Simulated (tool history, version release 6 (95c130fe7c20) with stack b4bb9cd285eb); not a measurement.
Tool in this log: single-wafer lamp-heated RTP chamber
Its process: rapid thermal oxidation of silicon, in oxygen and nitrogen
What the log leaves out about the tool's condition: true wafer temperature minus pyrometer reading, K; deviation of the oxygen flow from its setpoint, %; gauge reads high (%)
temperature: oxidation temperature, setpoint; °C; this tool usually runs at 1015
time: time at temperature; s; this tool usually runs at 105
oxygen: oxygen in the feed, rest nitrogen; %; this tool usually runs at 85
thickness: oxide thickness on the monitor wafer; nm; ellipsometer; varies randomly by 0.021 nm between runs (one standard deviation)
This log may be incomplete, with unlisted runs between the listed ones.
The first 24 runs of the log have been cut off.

run   hour  temperature  time  oxygen  wafers since the last listed run  wafers since the last pyrometer calibration  hours since the oxygen flow controller was replaced  hours since the gauge calibration  read-back reference wafer on the same gauge, thickness  thickness
 25  631.1          997   105      85                               166                                          868                                                475.5                              204.1                                                   6.982      7.502
 26  653.3         1001    81      85                               107                                          975                                                497.7                              226.3                                                   6.979      6.889
 27  666.3         1042    73      98                                62                                         1038                                                510.7                              239.3                                                   6.982      9.279
 28  701.6         1015   105      85                               170                                         1209                                                  546                              274.6                                                   6.981      8.606
 29  717.1         1015   105      65                                74                                         1284                                                561.5                              290.1                                                    6.98      7.794
 30    734         1007   105      98                                81                                         1366                                                578.4                                307                                                    6.98      8.522
 31  758.5         1026   149      62                               118                                         1484                                                602.9                              331.5                                                   6.982      9.764
 32  788.8          991   157      85                               146                                         1631                                                633.2                              361.8                                                   6.982      8.675
     805.8  -- pyrometer window cleaned and pyrometer calibrated
 33  821.2         1038   105      98                               118                                           74                                                665.6                              394.2                                                    6.98     10.657
 34    840         1015   105      85                                90                                          165                                                684.4                                413                                                   6.986      8.569
 35  856.3         1015   105      65                                78                                          244                                                700.7                              429.3                                                   6.985      7.805
 36  876.1         1015   105      85                                95                                          340                                                720.5                              449.1                                                    6.98      8.579
 37  894.2         1015   150      61                                87                                          427                                                738.6                              467.2                                                   6.981      8.967

Branching from run 37: 5 alternative next runs. What would each branch give?
  A  894.7         1015   105      85                                 2                                          430                                                739.1                              467.7                                                       ?          ?
  B  894.7         1028    67      56                                 2                                          430                                                739.1                              467.7                                                       ?          ?
  C  894.7         1007   123      98                                 2                                          430                                                739.1                              467.7                                                       ?          ?
  D  894.7         1030    59      98                                 2                                          430                                                739.1                              467.7                                                       ?          ?
  E  894.7         1015   105      97                                 2                                          430                                                739.1                              467.7                                                       ?          ?

run  read-back reference wafer on the same gauge, thickness  thickness
  A                                                   6.979      8.621
  B                                                   6.979      6.672
  C                                                   6.979        9.2
  D                                                   6.979      7.792
  E                                                   6.979       9.04
What these runs would have given with no unlogged condition in the tool:
run  thickness
  A      8.621
  B      6.672
  C        9.2
  D      7.792
  E       9.04

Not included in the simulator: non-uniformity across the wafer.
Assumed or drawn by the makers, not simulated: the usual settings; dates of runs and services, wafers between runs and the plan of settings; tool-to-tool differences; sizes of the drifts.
